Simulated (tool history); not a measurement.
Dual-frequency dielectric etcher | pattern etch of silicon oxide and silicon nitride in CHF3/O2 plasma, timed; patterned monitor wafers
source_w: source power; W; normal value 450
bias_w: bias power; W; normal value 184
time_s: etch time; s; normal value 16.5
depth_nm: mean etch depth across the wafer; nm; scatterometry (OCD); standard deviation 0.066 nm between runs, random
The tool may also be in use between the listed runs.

run	day	source_w	bias_w	time_s	read-back reference wafer on the same gauge, depth_nm	depth_nm
1	0	450	213	16.5	17.99	22.87
2	2.162	450	213	16.5	18	22.88
3	5.521	450	213	16.5	17.99	22.85
4	9.346	450	184	16.5	18	21.92
5	13.542	450	184	16.5	18	21.94
6	17.979	450	184	16.5	17.99	22.01
7	22.221	450	147	16.5	18	20.7
# day 23.512: upper electrode replaced
8	30.288	350	172	14.5	18.01	16.12
# day 30.954: bias power generator calibrated
# day 33.492: wet clean of the chamber
9	33.596	450	184	16.5	18	22.07
10	35.408	450	184	21	18.01	28
11	38.225	500	184	16.5	18.01	23.45
12	41.275	350	149	13.5	18	14.4
13	44.121	350	227	21.5	18	25.73
# day 47.442: source power generator calibrated
14	47.471	450	224	19	18.01	26.02
15	50.979	390	147	16.5	18.01	18.31
16	54.367	520	201	12	18	17.43
17	57.088	520	184	13.5	18	19.04
18	60.467	490	210	16.5	18.01	23.41
19	62.854	450	184	16.5	18	21.44
# day 64.196: gauge calibrated
# day 64.2: wet clean of the chamber
20	69.821	390	217	16.5	18.01	20.63
21	74.65	530	158	16.5	17.99	22.78
22	78.3	450	184	16.5	17.99	21.62
23	80.933	520	172	14	18	19.6
24	83.45	520	184	16.5	18	23.56
25	86.879	450	184	16.5	17.99	21.64
26	93.196	390	201	19	18.01	23.35
27	95.625	350	200	12	18	13.63
28	97.429	450	196	16.5	18	22.09
29	100.162	410	204	12.5	18	16
# day 101.929: wet clean of the chamber
30	102.033	450	184	16.5	18	21.56

Measured result minus the same run's result without the hidden state. Both carry the same run-to-run variation, though not necessarily the same gauge scatter:
Unlogged tool condition in this case: etch rate over this chamber's usual, %; source power that arrives over what is set, %; bias power that arrives over what is set, %; gauge reads high (%).
run	depth_nm
1	+0.32
2	+0.34
3	+0.35
4	+0.36
5	+0.38
6	+0.41
7	+0.41
8	+0.35
9	+0.49
10	+0.64
11	+0.55
12	+0.34
13	+0.62
14	-0.19
15	-0.12
16	-0.1
17	-0.09
18	-0.09
19	-0.07
20	-0.04
21	-0.01
22	+0.01
23	+0.02
24	+0.04
25	+0.06
26	+0.1
27	+0.06
28	+0.12
29	+0.09
30	+0.14
